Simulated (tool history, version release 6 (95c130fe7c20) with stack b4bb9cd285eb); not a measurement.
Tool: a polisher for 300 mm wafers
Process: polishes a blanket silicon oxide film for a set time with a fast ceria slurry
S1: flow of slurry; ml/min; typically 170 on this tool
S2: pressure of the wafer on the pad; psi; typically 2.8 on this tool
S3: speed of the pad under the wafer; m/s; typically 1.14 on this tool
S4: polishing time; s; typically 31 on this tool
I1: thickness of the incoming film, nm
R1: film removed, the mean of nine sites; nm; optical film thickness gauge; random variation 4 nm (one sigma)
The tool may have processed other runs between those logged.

{"run": 1, "day": 0.0, "S1": 170, "S2": 2.8, "S3": 1.14, "S4": 31, "I1": 1546.8, "R1": 442.2}
{"run": 2, "day": 2.475, "S1": 170, "S2": 2.8, "S3": 1.14, "S4": 31, "I1": 1568.2, "R1": 434.5}
{"run": 3, "day": 4.775, "S1": 170, "S2": 2.8, "S3": 1.14, "S4": 31, "I1": 1558.4, "R1": 443.5}
{"run": 4, "day": 6.638, "S1": 170, "S2": 2.8, "S3": 1.14, "S4": 31, "I1": 1564.0, "R1": 448.6}
{"run": 5, "day": 9.521, "S1": 170, "S2": 2.8, "S3": 0.9, "S4": 31, "I1": 1547.3, "R1": 345.8}
{"run": 6, "day": 11.704, "S1": 170, "S2": 2.8, "S3": 0.9, "S4": 31, "I1": 1537.2, "R1": 345.3}
{"run": 7, "day": 13.933, "S1": 170, "S2": 2.8, "S3": 0.9, "S4": 31, "I1": 1527.9, "R1": 350.6}
{"day": 17.975, "done": "worn pad replaced by a new one"}
{"run": 8, "day": 18.971, "S1": 170, "S2": 2.8, "S3": 1.14, "S4": 31, "I1": 1565.2, "R1": 445.3}
{"run": 9, "day": 20.942, "S1": 170, "S2": 2.8, "S3": 1.14, "S4": 31, "I1": 1582.4, "R1": 448.5}
{"day": 22.471, "done": "slurry nozzle cleaned"}
{"run": 10, "day": 22.496, "S1": 170, "S2": 2.8, "S3": 1.14, "S4": 31, "I1": 1556.2, "R1": 466.5}
{"run": 11, "day": 24.458, "S1": 170, "S2": 2.8, "S3": 1.14, "S4": 31, "I1": 1559.5, "R1": 465.5}
{"run": 12, "day": 27.104, "S1": 170, "S2": 2.8, "S3": 1.14, "S4": 31, "I1": 1550.9, "R1": 467.2}
{"run": 13, "day": 28.396, "S1": 170, "S2": 2.8, "S3": 1.14, "S4": 23, "I1": 1544.7, "R1": 340.7}
{"run": 14, "day": 29.85, "S1": 125, "S2": 2.5, "S3": 1.14, "S4": 31, "I1": 1547.2, "R1": 401.0}
{"run": 15, "day": 31.838, "S1": 210, "S2": 3.8, "S3": 1.14, "S4": 31, "I1": 1578.2, "R1": 633.1}
{"run": 16, "day": 34.529, "S1": 120, "S2": 3.6, "S3": 0.84, "S4": 40, "I1": 1582.6, "R1": 518.1}
{"run": 17, "day": 36.196, "S1": 170, "S2": 2.8, "S3": 1.02, "S4": 25, "I1": 1558.4, "R1": 338.3}
{"day": 37.929, "done": "head pressure recalibrated"}
{"run": 18, "day": 38.538, "S1": 170, "S2": 2.8, "S3": 1.14, "S4": 31, "I1": 1556.9, "R1": 432.4}
{"day": 40.846, "done": "worn pad replaced by a new one"}
{"run": 19, "day": 40.925, "S1": 170, "S2": 2.8, "S3": 1.14, "S4": 31, "I1": 1540.1, "R1": 431.8}
{"run": 20, "day": 42.412, "S1": 135, "S2": 3.4, "S3": 1.4, "S4": 25, "I1": 1563.3, "R1": 491.0}
{"run": 21, "day": 44.346, "S1": 215, "S2": 2.2, "S3": 0.88, "S4": 36, "I1": 1548.6, "R1": 334.5}
{"run": 22, "day": 46.725, "S1": 210, "S2": 3.8, "S3": 1.14, "S4": 31, "I1": 1558.5, "R1": 594.6}
{"run": 23, "day": 49.608, "S1": 155, "S2": 2.1, "S3": 0.82, "S4": 41, "I1": 1545.1, "R1": 325.6}
{"run": 24, "day": 51.142, "S1": 200, "S2": 2.8, "S3": 1.4, "S4": 31, "I1": 1550.5, "R1": 545.4}
{"run": 25, "day": 52.388, "S1": 170, "S2": 2.8, "S3": 1.14, "S4": 31, "I1": 1571.6, "R1": 433.9}
{"run": 26, "day": 53.621, "S1": 210, "S2": 3.6, "S3": 0.98, "S4": 31, "I1": 1546.9, "R1": 489.1}
{"run": 27, "day": 56.446, "S1": 110, "S2": 2.8, "S3": 1.14, "S4": 36, "I1": 1566.1, "R1": 463.1}
{"day": 56.983, "done": "slurry nozzle cleaned"}
{"run": 28, "day": 58.408, "S1": 170, "S2": 2.8, "S3": 0.88, "S4": 41, "I1": 1588.0, "R1": 476.7}
{"run": 29, "day": 59.417, "S1": 170, "S2": 2.8, "S3": 1.14, "S4": 31, "I1": 1559.3, "R1": 459.6}
{"run": 30, "day": 60.679, "S1": 210, "S2": 2.4, "S3": 0.76, "S4": 26, "I1": 1558.3, "R1": 237.1}
{"day": 63.879, "done": "worn pad replaced by a new one"}
{"run": 31, "day": 64.958, "S1": 190, "S2": 2.8, "S3": 1.14, "S4": 34, "I1": 1557.0, "R1": 513.6}
{"run": 32, "day": 67.212, "S1": 170, "S2": 2.8, "S3": 1.14, "S4": 31, "I1": 1560.5, "R1": 461.6}
{"run": 33, "day": 69.817, "S1": 170, "S2": 2.5, "S3": 1.14, "S4": 31, "I1": 1581.1, "R1": 419.2}
{"run": 34, "day": 71.796, "S1": 190, "S2": 2.8, "S3": 1.14, "S4": 34, "I1": 1539.1, "R1": 510.3}
{"day": 78.896, "done": "head pressure recalibrated"}
{"run": 35, "day": 79.179, "S1": 150, "S2": 2.3, "S3": 1.38, "S4": 24, "I1": 1555.2, "R1": 341.7}
{"run": 36, "day": 82.175, "S1": 170, "S2": 2.2, "S3": 1.38, "S4": 31, "I1": 1545.8, "R1": 439.5}

Measured less the same run without the tool's hidden state. The same run-to-run variation is in both; the gauge's scatter may not be:
Hidden state at play: removal rate lost through wear of the pad, %; slurry flow missing at the pad, %; deviation of the head's pressure from its setpoint, %.
run=1 R1=-20.5
run=2 R1=-20.9
run=3 R1=-21.8
run=4 R1=-22.2
run=5 R1=-16.9
run=6 R1=-16.5
run=7 R1=-16.1
run=8 R1=-17.8
run=9 R1=-16.6
run=10 R1=+9.0
run=11 R1=+7.5
run=12 R1=+6.0
run=13 R1=+4.0
run=14 R1=+0.8
run=15 R1=+10.6
run=16 R1=-1.4
run=17 R1=+4.3
run=18 R1=-23.0
run=19 R1=-24.4
run=20 R1=-34.9
run=21 R1=-16.2
run=22 R1=-29.9
run=23 R1=-21.6
run=24 R1=-28.4
run=25 R1=-26.2
run=26 R1=-23.6
run=27 R1=-40.9
run=28 R1=+2.1
run=29 R1=+1.2
run=30 R1=+0.7
run=31 R1=-1.0
run=32 R1=-2.4
run=33 R1=-2.2
run=34 R1=-0.2
run=35 R1=-16.9
run=36 R1=-20.1
